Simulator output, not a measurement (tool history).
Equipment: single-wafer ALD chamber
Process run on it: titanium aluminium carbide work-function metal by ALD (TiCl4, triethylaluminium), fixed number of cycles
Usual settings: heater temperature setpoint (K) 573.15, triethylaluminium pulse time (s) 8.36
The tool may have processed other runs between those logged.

run	hour	heater temperature setpoint (K)	triethylaluminium pulse time (s)	read-back reference wafer on the same gauge, thickness_nm	mean film thickness on the monitor wafer (Å)
1	0.0	564.15	8.36	1.623	16.49
2	12.4	573.15	8.36	1.617	17.18
3	32.3	573.15	8.36	1.621	17.25
4	61.4	573.15	8.36	1.621	17.11
5	95.2	573.15	8.36	1.621	17.00
# hour 97.8: gauge calibrated
# hour 132.1: triethylaluminium bottle replaced
6	196.3	573.15	8.36	1.619	17.91
# hour 208.5: thermocouple changed; heater temperature recalibrated
7	215.1	573.15	10.35	1.621	18.73
8	247.3	573.15	10.35	1.617	18.81
9	275.1	573.15	10.35	1.620	18.79
10	302.2	573.15	10.11	1.621	18.62
11	332.0	587.15	5.37	1.620	13.14
12	362.8	581.15	8.36	1.618	18.55
13	388.1	582.15	5.08	1.622	11.55
14	406.5	573.15	8.36	1.622	17.71
15	430.1	568.15	8.36	1.619	17.08
16	447.2	566.15	11.24	1.619	18.19
17	476.6	561.15	9.78	1.621	17.31
18	495.1	585.15	7.50	1.619	17.74
19	508.2	573.15	9.29	1.616	18.15
20	532.4	573.15	8.36	1.621	17.43
21	547.3	561.15	6.22	1.619	13.35
# hour 573.3: showerhead replaced
22	648.2	573.15	8.36	1.620	17.19
# hour 663.7: triethylaluminium bottle replaced
23	668.6	573.15	8.36	1.618	17.99
24	680.7	573.15	8.36	1.618	18.02
25	705.0	561.15	5.15	1.619	11.32
26	738.1	577.15	8.36	1.621	18.36
27	761.1	573.15	8.36	1.619	17.90
28	774.1	567.15	6.27	1.619	14.84
29	787.6	577.15	11.27	1.620	19.17

Run 30 has not been measured yet. What should we expect?
30	816.0	573.15	7.01	?	?

For run 30 the tool returned read-back reference wafer on the same gauge, thickness_nm 1.618, mean film thickness on the monitor wafer (Å) 16.44.
Had the tool carried no hidden state, the very same run would have given mean film thickness on the monitor wafer (Å) 16.75.
